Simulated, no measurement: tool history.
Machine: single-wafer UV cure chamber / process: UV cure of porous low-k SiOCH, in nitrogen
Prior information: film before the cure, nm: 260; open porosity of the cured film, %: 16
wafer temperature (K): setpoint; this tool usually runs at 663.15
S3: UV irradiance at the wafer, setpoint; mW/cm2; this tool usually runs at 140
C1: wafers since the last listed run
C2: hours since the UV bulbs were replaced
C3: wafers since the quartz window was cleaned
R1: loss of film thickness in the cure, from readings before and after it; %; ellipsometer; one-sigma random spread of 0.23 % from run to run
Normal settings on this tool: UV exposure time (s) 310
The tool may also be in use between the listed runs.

Run 1, hour 0: usual settings; C1 0; C2 2082.9; C3 355. Result: R1 12.935 %.
Run 2, hour 35.3: usual settings; C1 234; C2 2118.2; C3 590. Result: R1 12.496 %.
Run 3, hour 62.2: usual settings; C1 179; C2 2145.1; C3 769. Result: R1 12.782 %.
Run 4, hour 115: usual settings; C1 351; C2 2197.9; C3 1121. Result: R1 12.686 %.
Run 5, hour 161: usual settings; C1 306; C2 2243.9; C3 1427. Result: R1 12.431 %.
Run 6, hour 185.5: usual settings; C1 163; C2 2268.4; C3 1590. Result: R1 12.311 %.
Run 7, hour 214: usual settings; C1 189; C2 2296.9; C3 1780. Result: R1 12.648 %.
Run 8, hour 391.9: usual settings but wafer temperature (K) 672.15; C1 1184; C2 2474.8; C3 2964. Result: R1 12.597 %.
Run 9, hour 463.4: usual settings but wafer temperature (K) 672.15; C1 475; C2 2546.3; C3 3440. Result: R1 12.148 %.
Run 10, hour 494: usual settings but wafer temperature (K) 672.15; C1 203; C2 2576.9; C3 3643. Result: R1 12.103 %.
At hour 521.1: UV bulbs replaced.
Run 11, hour 521.6: usual settings; C1 130; C2 0.5; C3 3774. Result: R1 11.977 %.
At hour 561.8: quartz window cleaned.
Run 12, hour 592.6: usual settings; C1 419; C2 71.5; C3 204. Result: R1 12.593 %.
Run 13, hour 617: usual settings; C1 162; C2 95.9; C3 367. Result: R1 12.618 %.
Run 14, hour 680.1: usual settings; C1 420; C2 159; C3 787. Result: R1 12.334 %.
Run 15, hour 723.5: usual settings but S3 124 mW/cm2; C1 288; C2 202.4; C3 1076. Result: R1 11.912 %.
Run 16, hour 780.4: usual settings; C1 378; C2 259.3; C3 1455. Result: R1 12.548 %.
Run 17, hour 824.5: usual settings; C1 293; C2 303.4; C3 1748. Result: R1 12.531 %.
Run 18, hour 855.5: usual settings; C1 206; C2 334.4; C3 1954. Result: R1 12.115 %.
Run 19, hour 881.3: usual settings but wafer temperature (K) 653.15, S3 178 mW/cm2; C1 171; C2 360.2; C3 2126. Result: R1 13.442 %.
Run 20, hour 915.4: usual settings but UV exposure time (s) 365; C1 226; C2 394.3; C3 2353. Result: R1 13.221 %.
Run 21, hour 956.3: usual settings but wafer temperature (K) 678.15, UV exposure time (s) 170, S3 168 mW/cm2; C1 272; C2 435.2; C3 2625. Result: R1 11.04 %.
At hour 1104.8: quartz window cleaned.
Run 22, hour 1113.4: usual settings but wafer temperature (K) 658.15, S3 115 mW/cm2; C1 992; C2 592.3; C3 57. Result: R1 11.867 %.
Run 23, hour 1177.1: usual settings; C1 424; C2 656; C3 481. Result: R1 12.455 %.
Run 24, hour 1209.7: usual settings; C1 216; C2 688.6; C3 698. Result: R1 12.861 %.
Run 25, hour 1265.5: usual settings but wafer temperature (K) 653.15, S3 178 mW/cm2; C1 371; C2 744.4; C3 1069. Result: R1 13.053 %.
Run 26, hour 1306.3: usual settings but wafer temperature (K) 656.15, UV exposure time (s) 170, S3 174 mW/cm2; C1 271; C2 785.2; C3 1341. Result: R1 10.821 %.
Run 27, hour 1342.9: usual settings; C1 243; C2 821.8; C3 1584. Result: R1 12.259 %.
Run 28, hour 1384.1: usual settings; C1 274; C2 863; C3 1858. Result: R1 12.233 %.
Run 29, hour 1422.5: usual settings; C1 255; C2 901.4; C3 2114. Result: R1 11.891 %.
Run 30, hour 1485.8: usual settings; C1 421; C2 964.7; C3 2535. Result: R1 12.407 %.
Run 31, hour 1555.6: usual settings but wafer temperature (K) 653.15, UV exposure time (s) 200; C1 464; C2 1034.5; C3 3000. Result: R1 9.993 %.
Run 32, hour 1623.9: usual settings but wafer temperature (K) 673.15; C1 454; C2 1102.8; C3 3455. Result: R1 12.201 %.
At hour 1662.6: quartz window cleaned.
Run 33, hour 1663.1: usual settings but UV exposure time (s) 405, S3 129 mW/cm2; C1 207; C2 1142; C3 3. Result: R1 13.599 %.
Run 34, hour 1696.7: usual settings but UV exposure time (s) 240, S3 163 mW/cm2; C1 223; C2 1175.6; C3 226. Result: R1 12.159 %.
Run 35, hour 1724.6: usual settings but UV exposure time (s) 490; C1 185; C2 1203.5; C3 412. Result: R1 14.495 %.

Below are 3 alternative next runs, each starting from the tool's condition after run 35. Predict each:
Run A, hour 1725: usual settings; C1 2; C2 1203.9; C3 415. Result: R1 ?.
Run B, hour 1725: usual settings but wafer temperature (K) 651.15, UV exposure time (s) 195, S3 153 mW/cm2; C1 2; C2 1203.9; C3 415. Result: R1 ?.
Run C, hour 1725: usual settings but wafer temperature (K) 680.15, UV exposure time (s) 380; C1 2; C2 1203.9; C3 415. Result: R1 ?.

run      R1
  A  12.334
  B  10.606
  C  13.456
Without the tool's hidden state the same runs would have given:
run      R1
  A  12.423
  B  10.691
  C  13.546
